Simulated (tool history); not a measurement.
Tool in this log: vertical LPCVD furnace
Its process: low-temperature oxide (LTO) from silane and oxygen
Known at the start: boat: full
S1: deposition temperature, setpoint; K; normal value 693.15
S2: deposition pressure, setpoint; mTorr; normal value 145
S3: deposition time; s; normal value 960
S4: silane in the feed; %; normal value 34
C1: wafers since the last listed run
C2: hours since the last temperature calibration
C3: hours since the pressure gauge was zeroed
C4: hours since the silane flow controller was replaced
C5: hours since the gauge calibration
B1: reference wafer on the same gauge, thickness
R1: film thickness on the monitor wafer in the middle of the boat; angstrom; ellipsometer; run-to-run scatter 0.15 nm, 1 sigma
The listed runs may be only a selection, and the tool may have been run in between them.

run     day      S1   S2    S3  S4   C1      C2      C3      C4     C5      B1      R1
  1       0  693.15  145   960  34    0  2763.1  3258.7  2346.7  153.1  111.01   945.8
  2   0.392  693.15  145   960  34  132  2772.5  3268.1  2356.1  162.5  110.97   952.2
      0.804  -- gauge calibrated
  3   1.046  693.15  145   960  34  221  2788.2  3283.8  2371.8    5.8  111.02   951.1
  4   1.692  693.15  145   960  34  218  2803.7  3299.3  2387.3   21.3  110.96     950
  5   2.346  693.15  145   960  34  221  2819.4    3315    2403     37     111   947.9
  6   2.788  693.15  145   960  34  149    2830  3325.6  2413.6   47.6  110.97   948.8
      3.792  -- silane flow controller replaced
        4.6  -- thermocouples replaced and temperature profile calibrated
      5.521  -- pressure gauge zeroed
  7   5.542  693.15  145   960  34    8    22.6     0.5      42  113.7  111.04   997.9
  8   5.683  693.15  145   960  34   47      26     3.9    45.4  117.1  110.92    1000
  9   5.825  693.15  145   960  34   47    29.4     7.3    48.8  120.5  111.01  1004.2
 10   5.967  693.15  145   960  34   47    32.8    10.7    52.2  123.9  111.05  1000.5
 11   6.108  693.15  145   960  34   47    36.2    14.1    55.6  127.3  110.98   998.3
 12     6.6  683.15  145  1230  32  166      48    25.9    67.4  139.1  110.97  1057.6
 13   7.333  688.15  145   960  28  248    65.6    43.5      85  156.7  111.02   723.1
 14   7.625  690.15  110   960  34   98    72.6    50.5      92  163.7  110.96   733.4
      7.712  -- gauge calibrated
 15   8.138  696.15  110   960  34  173    84.9    62.8   104.3   10.2  111.05   783.7
 16   8.633  693.15  145   960  34  167    96.8    74.7   116.2   22.1  111.08   999.7
 17   8.971  693.15  145   960  34  114   104.9    82.8   124.3   30.2  110.98     999
 18   9.375  684.15  170   960  34  136   114.6    92.5     134   39.9  110.98    1060
 19   9.829  693.15  145   960  34  153   125.5   103.4   144.9   50.8  110.96   999.5
 20  10.158  689.15  120  1110  34  111   133.4   111.3   152.8   58.7  110.97   916.3
 21  10.512  701.15  145   960  34  119   141.9   119.8   161.3   67.2     111  1086.3
 22  11.046  683.15  145   780  34  180   154.7   132.6   174.1     80  110.99   726.8

Forecast each of these 4 alternatives for the next run:
  A  11.192  693.15  145   960  34  49  158.2  136.1  177.6  83.5   ?   ?
  B  11.192  693.15  125   960  34  49  158.2  136.1  177.6  83.5   ?   ?
  C  11.192  684.15  165  1200  34  49  158.2  136.1  177.6  83.5   ?   ?
  D  11.192  693.15  170   960  34  49  158.2  136.1  177.6  83.5   ?   ?

run      B1      R1
  A  111.02  1000.5
  B  111.02   862.5
  C  111.02  1290.3
  D  111.02    1173
With the hidden condition removed and each run's random variation left untouched, the same runs would have given:
run      R1
  A  1002.8
  B   864.5
  C  1293.3
  D  1175.7

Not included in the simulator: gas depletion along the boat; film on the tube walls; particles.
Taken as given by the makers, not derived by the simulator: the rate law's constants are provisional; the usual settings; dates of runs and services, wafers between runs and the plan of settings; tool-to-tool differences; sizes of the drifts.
